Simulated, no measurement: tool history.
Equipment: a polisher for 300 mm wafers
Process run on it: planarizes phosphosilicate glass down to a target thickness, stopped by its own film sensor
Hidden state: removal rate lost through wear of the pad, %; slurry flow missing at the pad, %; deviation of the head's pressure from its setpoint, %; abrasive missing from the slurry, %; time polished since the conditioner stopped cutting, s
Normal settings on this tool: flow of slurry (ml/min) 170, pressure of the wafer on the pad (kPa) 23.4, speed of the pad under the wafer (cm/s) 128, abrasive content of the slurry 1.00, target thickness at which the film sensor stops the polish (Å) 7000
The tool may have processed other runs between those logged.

run    hour  flow of slurry (ml/min)  pressure of the wafer on the pad (kPa)  speed of the pad under the wafer (cm/s)  abrasive content of the slurry  target thickness at which the film sensor stops the polish (Å)  wafers since the last listed run  wafers polished on this pad  hours since the slurry nozzle was cleaned  hours since the head pressure was calibrated  hours since the slurry blender was calibrated  hours since the conditioning disc was replaced  incoming thickness of the incoming film, nm  time until the film sensor stopped the polish (s)
  1     0.0                      170                                    23.4                                      128                            0.80                                                            7000                                 0                         3046                                      320.3                                        1274.0                                          166.6                                           133.3                                       1595.9                                              103.7
        9.5  -- worn pad replaced by a new one
  2    61.9                      170                                    23.4                                      128                            0.80                                                            7000                               394                          356                                      382.2                                        1335.9                                          228.5                                           195.2                                       1562.8                                              101.7
  3   105.3                      170                                    23.4                                      128                            1.00                                                            7000                               295                          652                                      425.6                                        1379.3                                          271.9                                           238.6                                       1590.6                                               95.3
      118.2  -- slurry nozzle cleaned
  4   130.5                      170                                    23.4                                      128                            0.75                                                            8040                               164                          817                                       12.3                                        1404.5                                          297.1                                           263.8                                       1613.0                                               99.8
  5   197.9                      170                                    23.4                                      128                            0.75                                                            8040                               458                         1276                                       79.7                                        1471.9                                          364.5                                           331.2                                       1565.3                                               99.1
      225.9  -- slurry blender recalibrated
  6   231.1                      170                                    29.6                                      128                            1.00                                                            7000                               212                         1488                                      112.9                                        1505.1                                            5.2                                           364.4                                       1571.5                                               60.8
      257.3  -- head pressure recalibrated
      286.4  -- conditioning disc replaced and pad reconditioned
  7   296.7                      170                                    29.6                                      128                            1.00                                                            7000                               419                         1907                                      178.5                                          39.4                                           70.8                                            10.3                                       1607.5                                               65.5
      368.9  -- worn pad replaced by a new one
  8   478.6                      170                                    23.4                                      150                            1.00                                                            7000                              1211                          747                                      360.4                                         221.3                                          252.7                                           192.2                                       1591.9                                               84.2
  9   525.3                      170                                    26.2                                      128                            1.00                                                            7000                               317                         1064                                      407.1                                         268.0                                          299.4                                           238.9                                       1582.8                                               84.5
      555.8  -- slurry nozzle cleaned
 10   570.7                      170                                    29.6                                      128                            0.80                                                            7000                               302                         1367                                       14.9                                         313.4                                          344.8                                           284.3                                       1620.2                                               87.7
 11   620.8                      170                                    23.4                                      154                            1.00                                                            7000                               341                         1708                                       65.0                                         363.5                                          394.9                                           334.4                                       1580.0                                               83.2
      649.8  -- slurry blender recalibrated
      658.1  -- conditioning disc replaced and pad reconditioned
 12   672.2                      205                                    20.7                                      128                            1.00                                                            7000                               322                         2030                                      116.4                                         414.9                                           22.4                                            14.1                                       1625.0                                               91.9
 13   741.5                      190                                    23.4                                      128                            1.00                                                            7000                               471                         2502                                      185.7                                         484.2                                           91.7                                            83.4                                       1573.6                                               82.6
 14   773.0                      135                                    23.4                                      110                            1.00                                                            7000                               214                         2717                                      217.2                                         515.7                                          123.2                                           114.9                                       1585.1                                              102.6
      804.5  -- worn pad replaced by a new one
 15   805.0                      115                                    17.9                                      106                            1.00                                                            8660                               190                            3                                      249.2                                         547.7                                          155.2                                           146.9                                       1577.9                                              117.9
 16   872.5                      170                                    23.4                                      128                            1.00                                                            7000                               459                          463                                      316.7                                         615.2                                          222.7                                           214.4                                       1581.9                                               92.9
 17   927.2                      170                                    23.4                                      128                            1.00                                                            7000                               372                          835                                      371.4                                         669.9                                          277.4                                           269.1                                       1569.7                                               92.3
      936.7  -- slurry nozzle cleaned
 18   955.2                      170                                    28.3                                      116                            0.85                                                            9900                               183                         1019                                       18.5                                         697.9                                          305.4                                           297.1                                       1601.4                                               65.7
 19  1022.3                      215                                    23.4                                      128                            1.00                                                            7000                               456                         1476                                       85.6                                         765.0                                          372.5                                           364.2                                       1591.2                                               94.6
     1033.1  -- conditioning disc replaced and pad reconditioned
     1058.9  -- slurry blender recalibrated
 20  1078.0                      195                                    23.4                                      128                            1.00                                                            7000                               351                         1827                                      141.3                                         820.7                                           19.1                                            44.9                                       1561.2                                               77.6
 21  1146.2                      170                                    23.4                                      128                            1.00                                                            7000                               464                         2292                                      209.5                                         888.9                                           87.3                                           113.1                                       1562.2                                               84.4
 22  1217.6                      170                                    20.0                                      154                            0.85                                                            5650                               486                         2778                                      280.9                                         960.3                                          158.7                                           184.5                                       1589.2                                              111.1
     1259.1  -- worn pad replaced by a new one
 23  1266.2                      150                                    23.4                                      128                            1.00                                                            7000                               303                           48                                      329.5                                        1008.9                                          207.3                                           233.1                                       1606.3                                               95.6
 24  1311.7                      170                                    23.4                                      108                            0.70                                                            7000                               309                          358                                      375.0                                        1054.4                                          252.8                                           278.6                                       1555.1                                              127.4
 25  1374.1                      170                                    23.4                                      154                            1.00                                                            7000                               424                          783                                      437.4                                        1116.8                                          315.2                                           341.0                                       1592.3                                               85.1
     1381.7  -- slurry nozzle cleaned
     1419.8  -- slurry blender recalibrated
 26  1427.7                      195                                    23.4                                       92                            1.00                                                            7000                               344                         1127                                       46.0                                        1170.4                                            7.9                                           394.6                                       1582.3                                               98.9

Here are 3 independent what-if runs from the current tool condition. What would each one return?
  A  1428.1                      170                                    23.4                                      128                            1.00                                                            7000                                 2                         1130                                       46.4                                        1170.8                                            8.3                                           395.0                                       1596.0                                                  ?
  B  1428.1                      170                                    23.4                                      150                            1.00                                                            9400                                 2                         1130                                       46.4                                        1170.8                                            8.3                                           395.0                                       1596.0                                                  ?
  C  1428.1                      110                                    16.5                                      128                            1.00                                                            7000                                 2                         1130                                       46.4                                        1170.8                                            8.3                                           395.0                                       1596.0                                                  ?

run  time until the film sensor stopped the polish (s)
  A                                               79.5
  B                                               51.2
  C                                              123.8
Take away the tool's hidden state, keep each run's random variation, and the runs would have read:
run  time until the film sensor stopped the polish (s)
  A                                               78.3
  B                                               50.5
  C                                              122.1
